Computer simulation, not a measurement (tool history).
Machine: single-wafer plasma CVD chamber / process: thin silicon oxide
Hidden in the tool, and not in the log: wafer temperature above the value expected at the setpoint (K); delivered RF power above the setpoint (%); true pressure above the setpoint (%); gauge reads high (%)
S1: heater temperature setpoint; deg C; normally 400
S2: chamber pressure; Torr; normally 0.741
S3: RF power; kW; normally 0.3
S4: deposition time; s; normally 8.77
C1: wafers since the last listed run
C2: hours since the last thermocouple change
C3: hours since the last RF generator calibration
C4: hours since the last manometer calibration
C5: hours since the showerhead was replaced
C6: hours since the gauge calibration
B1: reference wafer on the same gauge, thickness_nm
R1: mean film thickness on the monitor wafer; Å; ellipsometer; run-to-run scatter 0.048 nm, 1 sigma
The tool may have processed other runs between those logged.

run	hour	S1	S2	S3	S4	C1	C2	C3	C4	C5	C6	B1	R1
1	0	400	0.741	0.3	8.77	0	1286.3	264.2	672.2	4816.2	633.6	12.694	144.45
2	30.2	400	0.741	0.3	8.77	786	1316.5	294.4	702.4	4846.4	663.8	12.7	144.78
3	62.2	400	0.741	0.3	8.77	832	1348.5	326.4	734.4	4878.4	695.8	12.687	143.97
4	95.5	400	0.741	0.3	8.77	866	1381.8	359.7	767.7	4911.7	729.1	12.707	144.77
5	133.4	400	0.741	0.3	8.77	986	1419.7	397.6	805.6	4949.6	767	12.699	144.66
6	195.5	400	0.741	0.3	8.77	1616	1481.8	459.7	867.7	5011.7	829.1	12.705	145.59
7	364.4	400	0.741	0.3	8.77	4396	1650.7	628.6	1036.6	5180.6	998	12.697	144.57
8	485.1	400	0.741	0.3	8.77	3141	1771.4	749.3	1157.3	5301.3	1118.7	12.697	145.05
9	519.7	400	0.741	0.3	8.77	900	1806	783.9	1191.9	5335.9	1153.3	12.695	143.87
10	553.3	400	0.741	0.3	8.77	874	1839.6	817.5	1225.5	5369.5	1186.9	12.7	144.98
11	581.5	400	0.741	0.3	8.77	733	1867.8	845.7	1253.7	5397.7	1215.1	12.701	144.07
12	606.1	400	0.741	0.3	8.77	640	1892.4	870.3	1278.3	5422.3	1239.7	12.709	145.07
13	643.7	400	0.741	0.3	8.77	978	1930	907.9	1315.9	5459.9	1277.3	12.707	144.94
# hour 671.4: thermocouple changed; heater temperature recalibrated
14	713.2	400	0.6	0.3	8.77	1600	41.8	977.4	1385.4	5529.4	1346.8	12.707	119.01
15	758.9	400	0.583	0.27	8.31	1189	87.5	1023.1	1431.1	5575.1	1392.5	12.71	105.33
# hour 810.4: RF generator calibrated
16	812.5	400	0.558	0.32	7.15	1186	141.1	2.1	1484.7	5628.7	1446.1	12.701	93.14
# hour 819.2: gauge calibrated
17	863.1	400	0.741	0.3	8.77	1317	191.7	52.7	1535.3	5679.3	43.9	12.704	145.13
18	931.7	400	0.741	0.3	8.77	1785	260.3	121.3	1603.9	5747.9	112.5	12.703	144.97
19	959.6	385	0.607	0.245	9.22	726	288.2	149.2	1631.8	5775.8	140.4	12.696	116.69
# hour 973.2: capacitance manometer re-zeroed and calibrated
# hour 990.2: showerhead replaced
20	1001.5	400	0.741	0.3	8.77	674	330.1	191.1	28.3	11.3	182.3	12.702	144.76
21	1063.2	400	0.591	0.24	8.77	1605	391.8	252.8	90	73	244	12.698	105.64
22	1101.9	414	0.658	0.34	7.83	1007	430.5	291.5	128.7	111.7	282.7	12.704	120.71
23	1170.7	393	0.889	0.255	9.54	1790	499.3	360.3	197.5	180.5	351.5	12.704	171.67
24	1215	400	0.741	0.3	10.04	1153	543.6	404.6	241.8	224.8	395.8	12.705	165.2
25	1396.5	390	0.797	0.3	8.77	4724	725.1	586.1	423.3	406.3	577.3	12.698	154.73
26	1444	400	0.741	0.3	8.77	1236	772.6	633.6	470.8	453.8	624.8	12.699	144.28
27	1504.7	390	0.741	0.245	8.77	1579	833.3	694.3	531.5	514.5	685.5	12.701	133.95
28	1530.6	405	0.82	0.35	7.34	674	859.2	720.2	557.4	540.4	711.4	12.699	139.75

Each row is a separate what-if for the run after 28, all from the same tool condition, not one after another. Results?
A	1531	400	0.741	0.3	8.77	10	859.6	720.6	557.8	540.8	711.8	?	?
B	1531	400	0.741	0.3	8.28	10	859.6	720.6	557.8	540.8	711.8	?	?
C	1531	395	0.655	0.36	9.84	10	859.6	720.6	557.8	540.8	711.8	?	?
D	1531	400	0.741	0.355	9.45	10	859.6	720.6	557.8	540.8	711.8	?	?
E	1531	400	0.862	0.3	7.86	10	859.6	720.6	557.8	540.8	711.8	?	?

run	B1	R1
A	12.706	144.9
B	12.706	136.82
C	12.706	156.4
D	12.706	167.03
E	12.706	147.62
The same runs, with their run-to-run variation unchanged, on a tool lacking any hidden condition would have given:
run	R1
A	144.9
B	136.82
C	156.4
D	167.03
E	147.62

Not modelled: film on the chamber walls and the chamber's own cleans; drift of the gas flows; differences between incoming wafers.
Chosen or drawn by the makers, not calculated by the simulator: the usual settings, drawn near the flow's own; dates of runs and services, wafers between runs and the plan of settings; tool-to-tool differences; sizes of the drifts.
